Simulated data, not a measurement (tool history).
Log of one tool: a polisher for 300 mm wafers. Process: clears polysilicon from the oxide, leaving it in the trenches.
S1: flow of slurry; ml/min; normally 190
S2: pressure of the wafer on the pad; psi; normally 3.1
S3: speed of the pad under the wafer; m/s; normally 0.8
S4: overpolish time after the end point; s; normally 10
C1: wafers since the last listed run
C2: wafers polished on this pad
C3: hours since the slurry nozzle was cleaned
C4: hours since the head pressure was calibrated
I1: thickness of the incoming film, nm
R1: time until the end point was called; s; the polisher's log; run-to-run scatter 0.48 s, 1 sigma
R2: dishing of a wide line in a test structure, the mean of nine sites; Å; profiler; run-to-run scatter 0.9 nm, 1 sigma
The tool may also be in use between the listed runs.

Run 1, hour 0: usual settings but S4 7 s; C1 0; C2 524; C3 167.7; C4 542.6; I1 331.6. Result: R1 29.8 s, R2 399 Å.
Run 2, hour 89.3: usual settings but S3 0.94 m/s; C1 1190; C2 1714; C3 257; C4 631.9; I1 334.3. Result: R1 27 s, R2 487 Å.
Run 3, hour 179.2: usual settings but S3 0.66 m/s; C1 1198; C2 2912; C3 346.9; C4 721.8; I1 335.4. Result: R1 35.7 s, R2 416 Å.
Run 4, hour 240.5: usual settings but S3 0.66 m/s; C1 816; C2 3729; C3 408.2; C4 783.1; I1 335.3. Result: R1 38.7 s, R2 412 Å.
At hour 247: slurry nozzle cleaned.
At hour 275.4: worn pad replaced by a new one.
Run 5, hour 296.7: usual settings but S3 0.66 m/s; C1 682; C2 283; C3 49.7; C4 839.3; I1 331.1. Result: R1 32.4 s, R2 440 Å.
At hour 369.3: head pressure recalibrated.
Run 6, hour 377.4: usual settings; C1 1048; C2 1332; C3 130.4; C4 8.1; I1 333.1. Result: R1 29.4 s, R2 462 Å.
Run 7, hour 485.4: usual settings; C1 1439; C2 2771; C3 238.4; C4 116.1; I1 334. Result: R1 30.4 s, R2 456 Å.
Run 8, hour 553.8: usual settings but S1 230 ml/min; C1 911; C2 3683; C3 306.8; C4 184.5; I1 325.3. Result: R1 29.5 s, R2 455 Å.
At hour 605.4: worn pad replaced by a new one, of another model than before.
At hour 619.9: slurry nozzle cleaned.
Run 9, hour 648.5: usual settings; C1 1195; C2 560; C3 28.6; C4 279.2; I1 329.3. Result: R1 29.1 s, R2 464 Å.
Run 10, hour 755.9: usual settings but S1 160 ml/min, S3 0.94 m/s; C1 1431; C2 1992; C3 136; C4 386.6; I1 333.3. Result: R1 29.8 s, R2 451 Å.
Run 11, hour 852.7: usual settings; C1 1289; C2 3281; C3 232.8; C4 483.4; I1 327.2. Result: R1 32 s, R2 440 Å.
At hour 910.7: worn pad replaced by a new one.
Run 12, hour 912.1: usual settings; C1 738; C2 19; C3 292.2; C4 542.8; I1 330.2. Result: R1 34.5 s, R2 420 Å.
Run 13, hour 1012.9: usual settings but S4 5 s; C1 1343; C2 1362; C3 393; C4 643.6; I1 323.9. Result: R1 46.9 s, R2 243 Å.
At hour 1019.6: slurry nozzle cleaned.
Run 14, hour 1107.4: usual settings but S2 2.6 psi, S3 0.56 m/s, S4 13 s; C1 1245; C2 2608; C3 87.8; C4 738.1; I1 334.8. Result: R1 36.8 s, R2 480 Å.
At hour 1128: head pressure recalibrated.
Run 15, hour 1160.6: usual settings but S1 125 ml/min, S3 1.04 m/s, S4 6 s; C1 682; C2 3290; C3 141; C4 32.6; I1 333.7. Result: R1 33.2 s, R2 338 Å.
At hour 1180.4: worn pad replaced by a new one.
Run 16, hour 1232.9: usual settings but S1 250 ml/min, S4 6 s; C1 910; C2 699; C3 213.3; C4 104.9; I1 329.4. Result: R1 27.9 s, R2 375 Å.
Run 17, hour 1334.7: usual settings but S1 135 ml/min, S2 2.4 psi; C1 1356; C2 2055; C3 315.1; C4 206.7; I1 336. Result: R1 49 s, R2 361 Å.
Run 18, hour 1374.1: usual settings but S3 0.52 m/s, S4 14 s; C1 525; C2 2580; C3 354.5; C4 246.1; I1 331.9. Result: R1 40.3 s, R2 463 Å.
At hour 1416.4: slurry nozzle cleaned.
Run 19, hour 1467.8: usual settings but S1 130 ml/min, S4 14 s; C1 1235; C2 3816; C3 51.4; C4 339.8; I1 326.3. Result: R1 33.9 s, R2 474 Å.

What differs in the tool's unlogged condition from the final listed run ahead of each entry between runs to the first listed run following it?
Run 4 -> run 5: slurry nozzle cleaned (hour 247); worn pad replaced by a new one (hour 275.4)
  slurry flow missing at the pad, %: 50.1 -> 5.9
  measured less the result without the state, R1: +5.9 -> +0.3 s; R2: -28 -> -2 Å
Run 5 -> run 6: head pressure recalibrated (hour 369.3)
  slurry flow missing at the pad, %: 5.9 -> 14.7
  measured less the result without the state, R1: +0.3 -> +0.8 s; R2: -2 -> -4 Å
Run 8 -> run 9: worn pad replaced by a new one, of another model than before (hour 605.4); slurry nozzle cleaned (hour 619.9)
  slurry flow missing at the pad, %: 34.1 -> 11
  measured less the result without the state, R1: +1.9 -> +0.8 s; R2: -10 -> -4 Å
Run 11 -> run 12: worn pad replaced by a new one (hour 910.7)
  slurry flow missing at the pad, %: 33.4 -> 39.9
  measured less the result without the state, R1: +4.6 -> +7.1 s; R2: -24 -> -37 Å
Run 13 -> run 14: slurry nozzle cleaned (hour 1019.6)
  slurry flow missing at the pad, %: 50.9 -> 11
  measured less the result without the state, R1: +19.3 -> +1 s; R2: -103 -> -4 Å
Run 14 -> run 15: head pressure recalibrated (hour 1128)
  slurry flow missing at the pad, %: 11 -> 16.9
  measured less the result without the state, R1: +1 -> +3.2 s; R2: -4 -> -20 Å
Run 15 -> run 16: worn pad replaced by a new one (hour 1180.4)
  slurry flow missing at the pad, %: 16.9 -> 24.8
  measured less the result without the state, R1: +3.2 -> +1.7 s; R2: -20 -> -12 Å
Run 18 -> run 19: slurry nozzle cleaned (hour 1416.4)
  slurry flow missing at the pad, %: 40.3 -> 5.94
  measured less the result without the state, R1: +8.5 -> +0.9 s; R2: -32 -> -3 Å
